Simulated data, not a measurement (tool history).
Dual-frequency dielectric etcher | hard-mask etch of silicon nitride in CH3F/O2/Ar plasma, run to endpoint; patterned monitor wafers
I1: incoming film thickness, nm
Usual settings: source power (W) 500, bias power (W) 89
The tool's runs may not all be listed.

{"run": 1, "day": 0.0, "source power (W)": 500, "bias power (W)": 89, "I1": 33.95, "endpoint time (s)": 46.5}
{"run": 2, "day": 1.238, "source power (W)": 500, "bias power (W)": 89, "I1": 34.21, "endpoint time (s)": 46.7}
{"run": 3, "day": 1.817, "source power (W)": 500, "bias power (W)": 89, "I1": 34.07, "endpoint time (s)": 47.8}
{"run": 4, "day": 2.721, "source power (W)": 500, "bias power (W)": 89, "I1": 34.19, "endpoint time (s)": 47.0}
{"run": 5, "day": 3.729, "source power (W)": 590, "bias power (W)": 77, "I1": 34.22, "endpoint time (s)": 45.3}
{"run": 6, "day": 4.488, "source power (W)": 500, "bias power (W)": 89, "I1": 33.84, "endpoint time (s)": 46.5}
{"run": 7, "day": 5.238, "source power (W)": 500, "bias power (W)": 89, "I1": 33.96, "endpoint time (s)": 46.4}
{"run": 8, "day": 6.529, "source power (W)": 500, "bias power (W)": 89, "I1": 33.99, "endpoint time (s)": 46.9}
{"run": 9, "day": 7.479, "source power (W)": 500, "bias power (W)": 101, "I1": 33.98, "endpoint time (s)": 44.4}
{"day": 8.771, "done": "source power generator calibrated"}
{"day": 9.008, "done": "upper electrode replaced"}
{"run": 10, "day": 9.029, "source power (W)": 500, "bias power (W)": 101, "I1": 34.03, "endpoint time (s)": 45.5}
{"run": 11, "day": 9.621, "source power (W)": 500, "bias power (W)": 101, "I1": 33.99, "endpoint time (s)": 45.5}
{"day": 12.317, "done": "wet clean of the chamber"}
{"day": 12.829, "done": "bias power generator calibrated"}
{"run": 12, "day": 13.521, "source power (W)": 570, "bias power (W)": 72, "I1": 34.13, "endpoint time (s)": 44.9}

Forecast run 13:
{"run": 13, "day": 14.929, "source power (W)": 430, "bias power (W)": 73, "I1": 34.25, "endpoint time (s)": "?"}

{"run 13": {"endpoint time (s)": 54.6}}
Without the tool's hidden state the same run would have given endpoint time (s) 53.9.
